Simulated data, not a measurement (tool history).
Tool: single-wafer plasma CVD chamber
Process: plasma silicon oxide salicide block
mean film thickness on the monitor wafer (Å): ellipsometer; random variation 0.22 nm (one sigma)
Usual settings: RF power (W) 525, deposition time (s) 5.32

| run | hour | RF power (W) | deposition time (s) | wafers since the last listed run | hours since the last RF generator calibration | hours since the showerhead was replaced | hours since the gauge calibration | read-back reference wafer on the same gauge, thickness_nm | mean film thickness on the monitor wafer (Å) |
|---|---|---|---|---|---|---|---|---|---|
| 1 | 0 | 460 | 5.32 | 0 | 1436.5 | 6172 | 571.9 | 41.089 | 494.26 |
| 2 | 48.3 | 605 | 5.32 | 1612 | 1484.8 | 6220.3 | 620.2 | 41.104 | 528.9 |
| 3 | 95 | 605 | 5.32 | 1558 | 1531.5 | 6267 | 666.9 | 41.049 | 528.65 |
| 4 | 164.7 | 605 | 5.32 | 2326 | 1601.2 | 6336.7 | 736.6 | 41.125 | 530.43 |
| 5 | 218.7 | 460 | 4.82 | 1802 | 1655.2 | 6390.7 | 790.6 | 41.078 | 448.13 |
| 6 | 270.8 | 525 | 5.32 | 1739 | 1707.3 | 6442.8 | 842.7 | 41.102 | 513.06 |
| 7 | 297.4 | 445 | 4.71 | 887 | 1733.9 | 6469.4 | 869.3 | 41.059 | 431.68 |
| 8 | 333 | 445 | 4.71 | 1188 | 1769.5 | 6505 | 904.9 | 41.081 | 434.79 |
| 9 | 359.9 | 525 | 5.74 | 897 | 1796.4 | 6531.9 | 931.8 | 41.114 | 550.87 |
| 10 | 413.4 | 525 | 5.74 | 1785 | 1849.9 | 6585.4 | 985.3 | 41.084 | 549.99 |
| 11 | 442 | 525 | 5.74 | 954 | 1878.5 | 6614 | 1013.9 | 41.055 | 550.12 |
| 12 | 500 | 525 | 5.32 | 1935 | 1936.5 | 6672 | 1071.9 | 41.184 | 514.83 |
| 13 | 569.8 | 525 | 5.32 | 2329 | 2006.3 | 6741.8 | 1141.7 | 41.127 | 509.48 |
| 14 | 602.5 | 560 | 5.32 | 1091 | 2039 | 6774.5 | 1174.4 | 41.112 | 515.17 |
| 15 | 650.7 | 560 | 5.32 | 1608 | 2087.2 | 6822.7 | 1222.6 | 41.144 | 520.68 |
|  | 808.8 | RF generator calibrated |
| 16 | 823.7 | 525 | 4.87 | 5507 | 14.9 | 6995.7 | 1395.6 | 41.098 | 469.87 |
| 17 | 858.5 | 525 | 4.87 | 1161 | 49.7 | 7030.5 | 1430.4 | 41.137 | 468.4 |
| 18 | 921 | 525 | 5.32 | 2086 | 112.2 | 7093 | 1492.9 | 41.101 | 509.36 |
| 19 | 955.3 | 525 | 5.32 | 1144 | 146.5 | 7127.3 | 1527.2 | 41.107 | 511.86 |
| 20 | 992.1 | 525 | 4.86 | 1228 | 183.3 | 7164.1 | 1564 | 41.1 | 466.95 |
|  | 1035.4 | showerhead replaced |
| 21 | 1035.9 | 525 | 4.86 | 1194 | 227.1 | 0.5 | 1607.8 | 41.116 | 467.64 |
| 22 | 1089.7 | 525 | 5.32 | 1795 | 280.9 | 54.3 | 1661.6 | 41.085 | 514.24 |
| 23 | 1123.7 | 590 | 6.25 | 1134 | 314.9 | 88.3 | 1695.6 | 41.019 | 616.71 |
| 24 | 1151 | 575 | 5.32 | 911 | 342.2 | 115.6 | 1722.9 | 41.11 | 522.09 |
| 25 | 1218.6 | 470 | 4.49 | 2256 | 409.8 | 183.2 | 1790.5 | 41.121 | 419.51 |
| 26 | 1254.9 | 525 | 5.32 | 1211 | 446.1 | 219.5 | 1826.8 | 41.073 | 511.49 |
| 27 | 1395.1 | 605 | 5.32 | 4679 | 586.3 | 359.7 | 1967 | 41.106 | 530.92 |
| 28 | 1431.7 | 455 | 5.02 | 1221 | 622.9 | 396.3 | 2003.6 | 41.067 | 463.59 |
| 29 | 1457.5 | 525 | 5.74 | 861 | 648.7 | 422.1 | 2029.4 | 41.048 | 551.1 |
| 30 | 1527 | 525 | 5.76 | 2319 | 718.2 | 491.6 | 2098.9 | 41.13 | 554.77 |
| 31 | 1556.1 | 525 | 5.32 | 971 | 747.3 | 520.7 | 2128 | 41.126 | 509.56 |
| 32 | 1591.8 | 525 | 4.71 | 1191 | 783 | 556.4 | 2163.7 | 41.082 | 453.31 |
| 33 | 1643.9 | 525 | 5.32 | 1739 | 835.1 | 608.5 | 2215.8 | 41.12 | 511.65 |
|  | 1677.3 | gauge calibrated |
| 34 | 1698.5 | 485 | 5.92 | 1822 | 889.7 | 663.1 | 21.2 | 41.101 | 558.47 |
| 35 | 1858.3 | 440 | 6.34 | 5333 | 1049.5 | 822.9 | 181 | 41.101 | 584.02 |
| 36 | 1923.4 | 525 | 5.32 | 2172 | 1114.6 | 888 | 246.1 | 41.067 | 511.14 |
| 37 | 1978.8 | 525 | 4.86 | 1849 | 1170 | 943.4 | 301.5 | 41.134 | 470.08 |
| 38 | 2031.4 | 525 | 5.32 | 1755 | 1222.6 | 996 | 354.1 | 41.111 | 509.13 |
| 39 | 2099.7 | 610 | 4.6 | 2279 | 1290.9 | 1064.3 | 422.4 | 41.102 | 460.36 |
| 40 | 2162.2 | 450 | 5.32 | 2086 | 1353.4 | 1126.8 | 484.9 | 41.119 | 492.46 |
| 41 | 2201.6 | 525 | 6.15 | 1315 | 1392.8 | 1166.2 | 524.3 | 41.129 | 596.51 |
| 42 | 2269.9 | 435 | 5.32 | 2279 | 1461.1 | 1234.5 | 592.6 | 41.073 | 487.41 |
| 43 | 2300.4 | 590 | 4.59 | 1018 | 1491.6 | 1265 | 623.1 | 41.048 | 456.07 |

3 ways to go on from here, each from the tool as it stands after run 43. What would each give?
| A | 2300.8 | 525 | 5.32 | 13 | 1492 | 1265.4 | 623.5 | ? | ? |
| B | 2300.8 | 430 | 5.99 | 13 | 1492 | 1265.4 | 623.5 | ? | ? |
| C | 2300.8 | 620 | 4.55 | 13 | 1492 | 1265.4 | 623.5 | ? | ? |

| run | read-back reference wafer on the same gauge, thickness_nm | mean film thickness on the monitor wafer (Å) |
|---|---|---|
| A | 41.023 | 512.35 |
| B | 41.023 | 549.61 |
| C | 41.023 | 456.84 |
Without the tool's hidden state the same runs would have given:
| run | mean film thickness on the monitor wafer (Å) |
|---|---|
| A | 512.35 |
| B | 549.61 |
| C | 456.84 |
